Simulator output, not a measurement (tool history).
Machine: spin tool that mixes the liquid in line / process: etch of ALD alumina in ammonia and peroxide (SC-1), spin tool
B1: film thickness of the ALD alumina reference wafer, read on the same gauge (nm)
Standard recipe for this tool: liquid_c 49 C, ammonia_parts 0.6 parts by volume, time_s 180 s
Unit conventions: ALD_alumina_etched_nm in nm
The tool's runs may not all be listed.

{"run": 1, "day": 0.0, "liquid_c": 49, "ammonia_parts": 0.6, "time_s": 180, "B1": 139.97, "ALD_alumina_etched_nm": 4.68}
{"run": 2, "day": 0.875, "liquid_c": 49, "ammonia_parts": 0.6, "time_s": 205, "B1": 139.98, "ALD_alumina_etched_nm": 5.29}
{"run": 3, "day": 2.05, "liquid_c": 49, "ammonia_parts": 0.6, "time_s": 205, "B1": 139.97, "ALD_alumina_etched_nm": 5.28}
{"run": 4, "day": 2.583, "liquid_c": 49, "ammonia_parts": 0.6, "time_s": 205, "B1": 140, "ALD_alumina_etched_nm": 5.28}
{"run": 5, "day": 3.425, "liquid_c": 44, "ammonia_parts": 0.6, "time_s": 140, "B1": 140.03, "ALD_alumina_etched_nm": 2.66}
{"run": 6, "day": 4.317, "liquid_c": 44, "ammonia_parts": 0.6, "time_s": 140, "B1": 139.94, "ALD_alumina_etched_nm": 2.68}
{"run": 7, "day": 5.079, "liquid_c": 44, "ammonia_parts": 0.6, "time_s": 140, "B1": 140, "ALD_alumina_etched_nm": 2.63}
{"run": 8, "day": 6.062, "liquid_c": 49, "ammonia_parts": 0.6, "time_s": 180, "B1": 140.03, "ALD_alumina_etched_nm": 4.56}
{"day": 6.712, "done": "new drum of ammonia solution connected"}
{"run": 9, "day": 7.454, "liquid_c": 49, "ammonia_parts": 0.6, "time_s": 180, "B1": 139.97, "ALD_alumina_etched_nm": 4.53}
{"day": 8.321, "done": "thermometer replaced"}
{"run": 10, "day": 8.879, "liquid_c": 49, "ammonia_parts": 0.6, "time_s": 180, "B1": 139.95, "ALD_alumina_etched_nm": 5.3}
{"run": 11, "day": 10.092, "liquid_c": 49, "ammonia_parts": 0.3, "time_s": 100, "B1": 139.96, "ALD_alumina_etched_nm": 2.77}
{"run": 12, "day": 10.612, "liquid_c": 40.5, "ammonia_parts": 0.75, "time_s": 180, "B1": 140.03, "ALD_alumina_etched_nm": 3.28}
{"run": 13, "day": 11.975, "liquid_c": 49, "ammonia_parts": 0.6, "time_s": 180, "B1": 140.05, "ALD_alumina_etched_nm": 5.25}
{"run": 14, "day": 12.725, "liquid_c": 58.5, "ammonia_parts": 0.45, "time_s": 180, "B1": 140, "ALD_alumina_etched_nm": 8.65}
{"day": 13.362, "done": "heated supply line repaired"}
{"run": 15, "day": 13.967, "liquid_c": 49, "ammonia_parts": 0.6, "time_s": 125, "B1": 140.01, "ALD_alumina_etched_nm": 4.43}
{"day": 14.042, "done": "gauge calibrated"}
{"day": 14.925, "done": "ammonia flow meter replaced"}
{"run": 16, "day": 14.95, "liquid_c": 43.5, "ammonia_parts": 0.6, "time_s": 100, "B1": 140.05, "ALD_alumina_etched_nm": 2.59}
{"run": 17, "day": 15.825, "liquid_c": 52.5, "ammonia_parts": 0.6, "time_s": 180, "B1": 140.04, "ALD_alumina_etched_nm": 7.69}
{"run": 18, "day": 16.804, "liquid_c": 49, "ammonia_parts": 0.6, "time_s": 180, "B1": 139.99, "ALD_alumina_etched_nm": 6.36}
{"run": 19, "day": 17.846, "liquid_c": 54.5, "ammonia_parts": 0.35, "time_s": 180, "B1": 139.99, "ALD_alumina_etched_nm": 8.06}
{"run": 20, "day": 19.2, "liquid_c": 40, "ammonia_parts": 0.35, "time_s": 75, "B1": 140, "ALD_alumina_etched_nm": 1.47}

Below are 3 alternative next runs, each starting from the tool's condition after run 20. Predict each:
{"run": "A", "day": 19.221, "liquid_c": 49, "ammonia_parts": 0.6, "time_s": 180, "B1": "?", "ALD_alumina_etched_nm": "?"}
{"run": "B", "day": 19.221, "liquid_c": 49, "ammonia_parts": 0.8, "time_s": 180, "B1": "?", "ALD_alumina_etched_nm": "?"}
{"run": "C", "day": 19.221, "liquid_c": 49, "ammonia_parts": 0.45, "time_s": 180, "B1": "?", "ALD_alumina_etched_nm": "?"}

run=A B1=140.03 ALD_alumina_etched_nm=6.23
run=B B1=140.03 ALD_alumina_etched_nm=6.4
run=C B1=140.03 ALD_alumina_etched_nm=6.06
Without the tool's unlogged condition, the same runs would have read:
run=A ALD_alumina_etched_nm=6.46
run=B ALD_alumina_etched_nm=6.64
run=C ALD_alumina_etched_nm=6.29
